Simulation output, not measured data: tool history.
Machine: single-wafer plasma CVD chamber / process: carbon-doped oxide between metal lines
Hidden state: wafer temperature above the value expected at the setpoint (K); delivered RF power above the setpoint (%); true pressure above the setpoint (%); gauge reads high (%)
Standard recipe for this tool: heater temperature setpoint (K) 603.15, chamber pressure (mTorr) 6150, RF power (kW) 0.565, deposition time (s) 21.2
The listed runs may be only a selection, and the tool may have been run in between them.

run   hour  heater temperature setpoint (K)  chamber pressure (mTorr)  RF power (kW)  deposition time (s)  wafers since the last listed run  hours since the last thermocouple change  hours since the last RF generator calibration  hours since the last manometer calibration  hours since the showerhead was replaced  hours since the gauge calibration  read-back reference wafer on the same gauge, thickness_nm  mean film thickness on the monitor wafer (Å)
  1      0                           603.15                      6150           0.64                 21.2                                 0                                    2250.5                                         2507.4                                      1864.1                                     3867                               46.8                                                    100.002                                       1226.02
  2   15.7                           603.15                      6150           0.64                 21.2                               419                                    2266.2                                         2523.1                                      1879.8                                   3882.7                               62.5                                                    100.018                                       1228.12
  3   37.9                           603.15                      6150          0.565                 21.2                               592                                    2288.4                                         2545.3                                        1902                                   3904.9                               84.7                                                     99.958                                       1096.41
  4   70.8                           603.15                      6150          0.565                 21.2                               878                                    2321.3                                         2578.2                                      1934.9                                   3937.8                              117.6                                                     99.976                                       1093.24
  5   92.6                           603.15                      6150          0.565                 21.2                               581                                    2343.1                                           2600                                      1956.7                                   3959.6                              139.4                                                     99.998                                       1092.39
  6  122.4                           603.15                      6150          0.565                 21.2                               795                                    2372.9                                         2629.8                                      1986.5                                   3989.4                              169.2                                                    100.043                                       1089.39
     153.3  -- capacitance manometer re-zeroed and calibrated
  7  158.2                           603.15                      6150          0.565                 21.2                               742                                    2408.7                                         2665.6                                         4.9                                   4025.2                                205                                                    100.052                                       1087.85
  8  185.8                           603.15                      6150          0.565                 21.2                               736                                    2436.3                                         2693.2                                        32.5                                   4052.8                              232.6                                                    100.015                                       1092.93
     218.2  -- showerhead replaced
     219.5  -- RF generator calibrated
  9    220                           603.15                      6150          0.565                 22.1                               666                                    2470.5                                            0.5                                        66.7                                      1.8                              266.8                                                    100.001                                       1220.02
     265.7  -- thermocouple changed; heater temperature recalibrated
 10  266.2                           603.15                      6150          0.565                 21.2                              1019                                       0.5                                           46.7                                       112.9                                       48                                313                                                     99.993                                       1145.52
 11  285.4                           603.15                      7060          0.655                 21.2                               512                                      19.7                                           65.9                                       132.1                                     67.2                              332.2                                                    100.008                                       1313.91
 12  298.7                           603.15                      6150          0.565                 21.2                               355                                        33                                           79.2                                       145.4                                     80.5                              345.5                                                     99.964                                       1143.17
     319.2  -- gauge calibrated
 13  325.4                           597.15                      6560           0.46                 21.2                               712                                      59.7                                          105.9                                       172.1                                    107.2                                6.2                                                     99.989                                        946.01
 14  392.5                           603.15                      7300          0.485                 22.6                              1791                                     126.8                                            173                                       239.2                                    174.3                               73.3                                                     99.993                                        1057.1
 15  423.3                           603.15                      6150          0.565                 19.6                               822                                     157.6                                          203.8                                         270                                    205.1                              104.1                                                    100.013                                       1060.55
 16  440.4                           603.15                      5140          0.565                 19.2                               456                                     174.7                                          220.9                                       287.1                                    222.2                              121.2                                                     99.974                                       1023.99
 17  474.9                           603.15                      5170          0.505                 17.4                               920                                     209.2                                          255.4                                       321.6                                    256.7                              155.7                                                     99.949                                        834.89
 18  510.2                           603.15                      5650          0.565                 22.4                               942                                     244.5                                          290.7                                       356.9                                      292                                191                                                     99.945                                       1202.75

Branching from run 18: 4 alternative next runs. What would each branch give?
  A  510.6                           603.15                      6150          0.565                 21.2                                10                                     244.9                                          291.1                                       357.3                                    292.4                              191.4                                                          ?                                             ?
  B  510.6                           618.15                      5010          0.565                 21.2                                10                                     244.9                                          291.1                                       357.3                                    292.4                              191.4                                                          ?                                             ?
  C  510.6                           593.15                      6150          0.515                 23.1                                10                                     244.9                                          291.1                                       357.3                                    292.4                              191.4                                                          ?                                             ?
  D  510.6                           591.15                      4700          0.565                 21.2                                10                                     244.9                                          291.1                                       357.3                                    292.4                              191.4                                                          ?                                             ?

run  read-back reference wafer on the same gauge, thickness_nm  mean film thickness on the monitor wafer (Å)
  A                                                    100.004                                       1146.03
  B                                                    100.004                                       1067.74
  C                                                    100.004                                        1190.1
  D                                                    100.004                                       1183.01
What these runs would have given with no unlogged condition in the tool:
run  mean film thickness on the monitor wafer (Å)
  A                                       1148.85
  B                                       1071.55
  C                                       1192.49
  D                                       1184.84

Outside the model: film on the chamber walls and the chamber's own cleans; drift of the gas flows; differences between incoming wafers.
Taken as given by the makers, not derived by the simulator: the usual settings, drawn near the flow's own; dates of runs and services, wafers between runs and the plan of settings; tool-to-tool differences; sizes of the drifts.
